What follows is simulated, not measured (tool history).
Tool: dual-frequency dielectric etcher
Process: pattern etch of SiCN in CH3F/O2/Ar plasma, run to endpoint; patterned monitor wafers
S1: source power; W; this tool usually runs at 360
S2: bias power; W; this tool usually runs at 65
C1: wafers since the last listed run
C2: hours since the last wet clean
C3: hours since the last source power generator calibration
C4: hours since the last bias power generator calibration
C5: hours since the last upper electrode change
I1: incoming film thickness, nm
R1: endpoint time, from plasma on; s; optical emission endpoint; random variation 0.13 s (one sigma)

run   hour   S1  S2   C1     C2      C3      C4      C5    I1    R1
  1    0.0  360  73    0  300.6  2685.5  1662.9  3010.8  8.33  20.4
  2   28.5  360  73  303  329.1  2714.0  1691.4  3039.3  8.26  20.2
  3   57.9  360  73  312  358.5  2743.4  1720.8  3068.7  8.24  20.0
     103.9  -- wet clean of the chamber
  4  104.4  310  65  239    0.5  2789.9  1767.3  3115.2  8.29  24.7
  5  110.7  310  65   66    6.8  2796.2  1773.6  3121.5  8.34  24.8
  6  136.8  360  65  277   32.9  2822.3  1799.7  3147.6  8.17  21.9
  7  159.4  360  65  240   55.5  2844.9  1822.3  3170.2  8.28  22.3
  8  174.1  360  65  156   70.2  2859.6  1837.0  3184.9  8.21  22.0
  9  202.6  360  65  303   98.7  2888.1  1865.5  3213.4  8.20  21.9
 10  220.1  360  65  186  116.2  2905.6  1883.0  3230.9  8.33  22.5
 11  247.7  360  65  293  143.8  2933.2  1910.6  3258.5  8.34  22.2
 12  273.2  360  65  271  169.3  2958.7  1936.1  3284.0  8.30  21.8
 13  293.5  360  65  215  189.6  2979.0  1956.4  3304.3  8.45  22.3
 14  309.7  360  65  172  205.8  2995.2  1972.6  3320.5  8.27  21.8
 15  335.0  390  77  269  231.1  3020.5  1997.9  3345.8  8.39  19.3
 16  349.7  360  65  156  245.8  3035.2  2012.6  3360.5  8.36  21.8
     372.0  -- bias power generator calibrated
     392.1  -- upper electrode replaced
 17  392.6  330  55  200  288.7  3078.1    20.6     0.5  8.36  25.5
 18  407.9  390  77  162  304.0  3093.4    35.9    15.8  8.37  19.0
     434.4  -- source power generator calibrated
     448.6  -- wet clean of the chamber
 19  449.1  320  65  244    0.5    14.7    77.1    57.0  8.33  24.5
 20  454.1  360  65   53    5.5    19.7    82.1    62.0  8.26  22.3
 21  495.2  360  80  437   46.6    60.8   123.2   103.1  8.29  20.3
 22  525.4  310  58  321   76.8    91.0   153.4   133.3  8.30  26.4
 23  540.4  310  70  159   91.8   106.0   168.4   148.3  8.27  23.5
 24  553.0  270  60  133  104.4   118.6   181.0   160.9  8.42  28.7
 25  572.3  290  50  205  123.7   137.9   200.3   180.2  8.25  29.7
 26  593.7  360  65  227  145.1   159.3   221.7   201.6  8.30  22.2
 27  618.6  300  65  264  170.0   184.2   246.6   226.5  8.31  24.9
 28  645.1  420  51  281  196.5   210.7   273.1   253.0  8.33  23.3

Each row is a separate what-if for the run after 28, all from the same tool condition, not one after another. Results?
  A  645.5  360  77   4  196.9  211.1  273.5  253.4  8.27   ?
  B  645.5  320  77   4  196.9  211.1  273.5  253.4  8.27   ?
  C  645.5  360  50   4  196.9  211.1  273.5  253.4  8.27   ?
  D  645.5  410  72   4  196.9  211.1  273.5  253.4  8.27   ?

run    R1
  A  20.1
  B  21.6
  C  25.7
  D  19.3
Take away the tool's hidden state, keep each run's random variation, and the runs would have read:
run    R1
  A  20.6
  B  22.2
  C  26.3
  D  19.8

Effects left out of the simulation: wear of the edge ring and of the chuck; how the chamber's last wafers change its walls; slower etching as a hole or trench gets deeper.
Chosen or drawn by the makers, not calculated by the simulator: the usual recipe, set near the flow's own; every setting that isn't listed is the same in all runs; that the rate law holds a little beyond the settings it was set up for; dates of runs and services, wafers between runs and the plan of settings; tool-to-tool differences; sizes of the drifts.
